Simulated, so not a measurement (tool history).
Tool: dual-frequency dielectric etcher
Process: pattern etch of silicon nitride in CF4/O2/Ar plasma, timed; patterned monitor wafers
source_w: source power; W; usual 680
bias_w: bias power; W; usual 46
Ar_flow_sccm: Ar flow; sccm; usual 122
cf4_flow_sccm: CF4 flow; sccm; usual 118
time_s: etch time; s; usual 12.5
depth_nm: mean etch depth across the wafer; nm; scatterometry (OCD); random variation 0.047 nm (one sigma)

run	hour	source_w	bias_w	Ar_flow_sccm	cf4_flow_sccm	time_s	read-back reference wafer on the same gauge, depth_nm	depth_nm
1	0.0	680	46	122	118	12.5	30.40	31.18
2	0.3	680	46	122	118	12.5	30.39	31.13
3	3.7	680	46	122	118	12.5	30.39	31.10
4	15.2	680	46	122	118	12.5	30.40	31.05
5	25.8	680	46	122	118	12.5	30.38	31.05
6	37.0	680	46	122	103	12.5	30.40	30.62
7	48.2	680	46	122	103	12.5	30.42	30.53
# hour 64.7: bias power generator calibrated
# hour 74.4: source power generator calibrated
# hour 79.8: upper electrode replaced
8	80.3	810	53	122	118	12.5	30.41	35.59
9	80.6	590	55	122	118	10.5	30.43	26.35
10	84.7	680	46	122	118	12.5	30.40	31.12
# hour 100.0: Ar flow controller replaced
11	100.5	510	50	122	118	9.5	30.40	21.62
12	107.3	680	46	122	118	12.5	30.41	30.98
13	119.7	680	46	122	118	12.5	30.41	30.94
# hour 124.6: gauge calibrated
# hour 131.9: CF4 flow controller replaced
14	132.4	680	53	94	118	12.5	30.39	33.21
15	141.1	680	46	97	118	12.5	30.40	31.50
16	149.2	680	46	122	118	12.5	30.43	31.01
17	159.4	680	39	122	142	12.5	30.41	29.80

The next listed run, before its measurement:
18	173.2	680	51	122	118	12.5	?	?

{"run 18": {"read-back reference wafer on the same gauge, depth_nm": 30.4, "depth_nm": 32.17}}
Without the tool's hidden state the same run would have given depth_nm 32.33 nm.
